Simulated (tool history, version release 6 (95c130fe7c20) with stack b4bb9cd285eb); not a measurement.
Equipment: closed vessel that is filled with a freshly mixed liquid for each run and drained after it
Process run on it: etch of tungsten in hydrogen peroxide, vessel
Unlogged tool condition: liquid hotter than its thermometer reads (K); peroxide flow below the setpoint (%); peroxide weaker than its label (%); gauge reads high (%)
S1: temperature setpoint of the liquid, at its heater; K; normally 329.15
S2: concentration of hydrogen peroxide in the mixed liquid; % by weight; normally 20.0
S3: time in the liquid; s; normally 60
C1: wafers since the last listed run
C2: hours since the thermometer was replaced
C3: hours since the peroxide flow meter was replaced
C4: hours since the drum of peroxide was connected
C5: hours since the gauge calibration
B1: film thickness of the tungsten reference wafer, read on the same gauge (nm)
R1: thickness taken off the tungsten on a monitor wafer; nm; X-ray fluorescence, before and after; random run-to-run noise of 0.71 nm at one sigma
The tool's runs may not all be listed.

| run | hour | S1 | S2 | S3 | C1 | C2 | C3 | C4 | C5 | B1 | R1 |
|---|---|---|---|---|---|---|---|---|---|---|---|
| 1 | 0.0 | 329.15 | 20.0 | 60 | 0 | 763.9 | 1164.1 | 356.7 | 366.3 | 30.02 | 72.61 |
| 2 | 39.8 | 322.65 | 20.0 | 60 | 3988 | 803.7 | 1203.9 | 396.5 | 406.1 | 30.01 | 49.72 |
| 3 | 76.3 | 329.15 | 20.0 | 75 | 3657 | 840.2 | 1240.4 | 433.0 | 442.6 | 30.02 | 92.03 |
| 4 | 113.0 | 329.15 | 20.0 | 75 | 3677 | 876.9 | 1277.1 | 469.7 | 479.3 | 30.01 | 92.95 |
| 5 | 156.5 | 329.15 | 20.0 | 75 | 4358 | 920.4 | 1320.6 | 513.2 | 522.8 | 29.99 | 91.99 |
| 6 | 200.1 | 329.15 | 20.0 | 40 | 4368 | 964.0 | 1364.2 | 556.8 | 566.4 | 29.99 | 49.64 |
|  | 220.0 | thermometer replaced |
| 7 | 235.2 | 329.15 | 20.0 | 40 | 3416 | 15.2 | 1399.3 | 591.9 | 601.5 | 30.00 | 49.38 |
|  | 267.3 | new drum of peroxide connected |
| 8 | 273.4 | 329.15 | 20.0 | 40 | 3727 | 53.4 | 1437.5 | 6.1 | 639.7 | 30.00 | 48.57 |
|  | 280.2 | gauge calibrated |
| 9 | 298.0 | 329.15 | 20.0 | 60 | 2465 | 78.0 | 1462.1 | 30.7 | 17.8 | 30.00 | 75.20 |
| 10 | 367.0 | 329.15 | 20.0 | 75 | 6914 | 147.0 | 1531.1 | 99.7 | 86.8 | 29.99 | 92.48 |
| 11 | 430.9 | 322.65 | 20.0 | 60 | 6403 | 210.9 | 1595.0 | 163.6 | 150.7 | 30.01 | 50.02 |
|  | 485.6 | peroxide flow meter replaced |
| 12 | 500.2 | 336.15 | 21.5 | 35 | 6843 | 280.2 | 14.6 | 232.9 | 220.0 | 30.01 | 65.52 |
| 13 | 540.7 | 329.15 | 14.5 | 60 | 4058 | 320.7 | 55.1 | 273.4 | 260.5 | 30.01 | 62.49 |
| 14 | 610.8 | 322.65 | 24.0 | 75 | 7024 | 390.8 | 125.2 | 343.5 | 330.6 | 29.99 | 67.73 |
| 15 | 647.3 | 319.65 | 15.0 | 30 | 3657 | 427.3 | 161.7 | 380.0 | 367.1 | 29.99 | 17.88 |
| 16 | 704.5 | 338.15 | 20.0 | 60 | 5731 | 484.5 | 218.9 | 437.2 | 424.3 | 29.99 | 124.60 |

What if the next run were any one of these 4? Each begins from the tool's condition after run 16:
| A | 705.2 | 336.65 | 20.0 | 60 | 70 | 485.2 | 219.6 | 437.9 | 425.0 | ? | ? |
| B | 705.2 | 329.15 | 20.0 | 35 | 70 | 485.2 | 219.6 | 437.9 | 425.0 | ? | ? |
| C | 705.2 | 334.15 | 22.0 | 30 | 70 | 485.2 | 219.6 | 437.9 | 425.0 | ? | ? |
| D | 705.2 | 333.15 | 24.5 | 45 | 70 | 485.2 | 219.6 | 437.9 | 425.0 | ? | ? |

| run | B1 | R1 |
|---|---|---|
| A | 30.01 | 111.90 |
| B | 30.01 | 42.38 |
| C | 30.01 | 50.92 |
| D | 30.01 | 76.11 |
Had the tool no hidden state, the same runs would have come out as:
| run | R1 |
|---|---|
| A | 111.90 |
| B | 42.38 |
| C | 50.92 |
| D | 76.11 |
